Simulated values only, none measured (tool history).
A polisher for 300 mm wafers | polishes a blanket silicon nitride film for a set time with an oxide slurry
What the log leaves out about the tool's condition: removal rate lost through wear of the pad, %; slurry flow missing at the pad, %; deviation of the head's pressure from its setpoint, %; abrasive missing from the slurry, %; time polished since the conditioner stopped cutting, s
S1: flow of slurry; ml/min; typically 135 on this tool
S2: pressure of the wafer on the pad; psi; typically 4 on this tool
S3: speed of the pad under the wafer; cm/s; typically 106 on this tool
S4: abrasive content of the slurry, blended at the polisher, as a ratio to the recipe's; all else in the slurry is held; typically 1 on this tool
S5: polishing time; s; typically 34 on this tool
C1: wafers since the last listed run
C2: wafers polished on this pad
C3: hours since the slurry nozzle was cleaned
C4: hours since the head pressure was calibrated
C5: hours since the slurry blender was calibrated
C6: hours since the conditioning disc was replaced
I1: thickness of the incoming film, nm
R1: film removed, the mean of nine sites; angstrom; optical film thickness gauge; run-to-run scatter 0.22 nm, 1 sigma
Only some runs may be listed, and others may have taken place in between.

run    hour   S1   S2   S3    S4  S5   C1    C2     C3     C4     C5     C6     I1   R1
  1       0  145    4  106     1  34    0   200  252.2   18.6  122.6    109  283.9  292
  2    30.6  135    4  106     1  34  355   555  282.8   49.2  153.2  139.6  280.4  285
  3    90.5  135    4  106     1  34  695  1250  342.7  109.1  213.1  199.5    280  284
  4   133.2  135    4  106     1  34  495  1745  385.4  151.8  255.8  242.2  275.3  277
      159.2  -- slurry nozzle cleaned
  5   184.8  135    4  106     1  34  587  2333   25.6  203.4  307.4  293.8  277.3  269
      209.2  -- slurry blender recalibrated
  6   217.6  135    4  106     1  43  357  2690   58.4  236.2    8.4  326.6  285.1  334
      229.8  -- worn pad replaced by a new one
  7   244.7  135    4  106     1  43  268   172   85.5  263.3   35.5  353.7  278.4  355
  8     310  135    4  106     1  43  757   930  150.8  328.6  100.8    419  275.4  354
      325.9  -- conditioning disc replaced and pad reconditioned
  9   334.5  135    4  106     1  34  261  1191  175.3  353.1  125.3    8.6  276.1  279
 10   394.9  135    4  106     1  34  700  1892  235.7  413.5  185.7     69  276.9  273
        430  -- worn pad replaced by a new one
 11   454.3  135    4  106     1  34  642   282  295.1  472.9  245.1  128.4  282.4  276
      509.7  -- slurry nozzle cleaned
 12   525.6  135    4  106     1  34  815  1098   15.9  544.2  316.4  199.7  280.3  275
 13   566.5  135    4  106     1  34  474  1572   56.8  585.1  357.3  240.6  277.4  267
      616.8  -- slurry blender recalibrated
 14   631.4  135    4   76   0.8  34  729  2302  121.7    650   14.6  305.5  276.8  189
      643.2  -- worn pad replaced by a new one
 15   689.2  155  3.4   86  0.85  34  624   534  179.5  707.8   72.4  363.3  279.1  210
 16     724  105    4  130     1  34  403   937  214.3  742.6  107.2  398.1  282.9  301
      787.2  -- conditioning disc replaced and pad reconditioned
 17   794.3  100  3.2  106  1.15  30  792  1730  284.6  812.9  177.5    7.1  277.7  198
 18   845.1   90    4  106     1  43  589  2319  335.4  863.7  228.3   57.9  284.4  292
      849.9  -- head pressure recalibrated
      888.2  -- worn pad replaced by a new one
 19   888.7  135    4  124   0.9  34  436     5    379   38.8  271.9  101.5  278.3  319
 20   936.6  135    4  106     1  34  555   561  426.9   86.7  319.8  149.4  274.6  290
      951.4  -- slurry nozzle cleaned
 21   996.4  135    4  106     1  34  682  1243     45  146.5  379.6  209.2  275.6  282
     1017.6  -- slurry blender recalibrated
 22  1058.5  170  2.7  106     1  34  697  1941  107.1  208.6   40.9  271.3  275.3  233
     1093.8  -- worn pad replaced by a new one
 23  1096.9  180  5.3  106  1.25  46  399    35  145.5    247   79.3  309.7  280.3  514

A few steps of R1 between consecutive runs. Split each: what settings, incoming material and random variation would produce without the hidden state, and what is left over for the hidden state, along with gauge scatter present in only one of the two compared results (measured, and without hidden state):
Run 6 -> 7: worn pad replaced by a new one. R1 +21 angstrom: hidden state +23, all else -2.
Run 16 -> 17: S1 105 -> 100, S2 4 -> 3.2, S3 130 -> 106, S4 1 -> 1.15, S5 34 -> 30, conditioning disc replaced and pad reconditioned. R1 -103 angstrom: hidden state +2, all else -105.
Run 18 -> 19: S1 90 -> 135, S3 106 -> 124, S4 1 -> 0.9, S5 43 -> 34, head pressure recalibrated, worn pad replaced by a new one. R1 +27 angstrom: hidden state +34, all else -7.
Run 22 -> 23: S1 170 -> 180, S2 2.7 -> 5.3, S4 1 -> 1.25, S5 34 -> 46, worn pad replaced by a new one. R1 +281 angstrom: hidden state +3, all else +278.

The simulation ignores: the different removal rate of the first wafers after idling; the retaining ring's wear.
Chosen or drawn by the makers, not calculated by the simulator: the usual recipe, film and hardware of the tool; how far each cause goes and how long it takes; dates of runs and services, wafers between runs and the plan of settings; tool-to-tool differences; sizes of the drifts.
